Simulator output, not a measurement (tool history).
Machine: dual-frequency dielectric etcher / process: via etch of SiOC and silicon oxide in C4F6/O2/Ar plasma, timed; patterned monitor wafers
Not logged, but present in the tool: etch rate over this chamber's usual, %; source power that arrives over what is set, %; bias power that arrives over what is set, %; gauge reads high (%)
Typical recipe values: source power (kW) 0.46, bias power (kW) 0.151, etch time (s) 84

run,day,source power (kW),bias power (kW),etch time (s),wafers since the last listed run,hours since the last wet clean,hours since the last source power generator calibration,hours since the last bias power generator calibration,hours since the last upper electrode change,hours since the gauge calibration,"read-back reference wafer on the same gauge, depth_nm",mean etch depth across the wafer (Å)
1,0,0.46,0.151,99,0,418.5,4520,0.5,2610.5,472.9,95,1214
2,0.388,0.46,0.161,84,110,427.8,4529.3,9.8,2619.8,482.2,95,1042
3,1.05,0.46,0.161,84,188,443.7,4545.2,25.7,2635.7,498.1,95,1040
# day 1.275: gauge calibrated
4,1.683,0.46,0.161,84,179,458.9,4560.4,40.9,2650.9,9.8,95,1041
5,2.004,0.46,0.151,84,91,466.6,4568.1,48.6,2658.6,17.5,95,1029
6,2.421,0.39,0.151,64,118,476.6,4578.1,58.6,2668.6,27.5,95,750
7,2.688,0.39,0.151,64,75,483,4584.5,65,2675,33.9,95,750
8,3.379,0.39,0.151,64,196,499.6,4601.1,81.6,2691.6,50.5,95,751
9,3.904,0.46,0.151,84,149,512.2,4613.7,94.2,2704.2,63.1,95,1030
# day 4.983: wet clean of the chamber
10,5.004,0.46,0.14,75,28,0.5,4640.1,120.6,2730.6,89.5,95,900
11,5.017,0.38,0.114,67,3,0.8,4640.4,120.9,2730.9,89.8,95,742
12,5.262,0.46,0.151,69,69,6.7,4646.3,126.8,2736.8,95.7,95,838
# day 7.088: upper electrode replaced
13,7.108,0.46,0.151,84,240,51,4690.6,171.1,0.5,140,95,1020
14,7.121,0.46,0.132,84,3,51.3,4690.9,171.4,0.8,140.3,95,998
15,7.3,0.46,0.151,84,50,55.6,4695.2,175.7,5.1,144.6,95,1021
16,7.946,0.46,0.151,84,183,71.1,4710.7,191.2,20.6,160.1,95,1025
17,8.375,0.46,0.184,102,121,81.4,4721,201.5,30.9,170.4,95,1288
18,8.829,0.55,0.151,64,129,92.3,4731.9,212.4,41.8,181.3,95,819
19,9.517,0.56,0.161,84,195,108.8,4748.4,228.9,58.3,197.8,95.1,1095
# day 9.721: source power generator calibrated
20,9.838,0.58,0.132,84,43,116.5,2.8,236.6,66,205.5,95,1069
21,10.354,0.46,0.151,84,146,128.9,15.2,249,78.4,217.9,95,1021
22,10.629,0.41,0.151,70.5,78,135.5,21.8,255.6,85,224.5,95,834
23,10.908,0.46,0.151,84,79,142.2,28.5,262.3,91.7,231.2,95,1024
24,11.471,0.5,0.178,104.5,159,155.7,42,275.8,105.2,244.7,95,1343
25,12.071,0.4,0.13,67,170,170.1,56.4,290.2,119.6,259.1,95,770
26,12.712,0.46,0.116,108,182,185.5,71.8,305.6,135,274.5,95,1264
27,13.079,0.46,0.151,63,104,194.3,80.6,314.4,143.8,283.3,95,770

Predict the results of run 28:
28,13.533,0.46,0.13,63,129,205.2,91.5,325.3,154.7,294.2,?,?

read-back reference wafer on the same gauge, depth_nm: 95
mean etch depth across the wafer (Å): 751
Take away the tool's hidden state, keep the run-to-run variation as it was, and the same run would have given mean etch depth across the wafer (Å) 747.
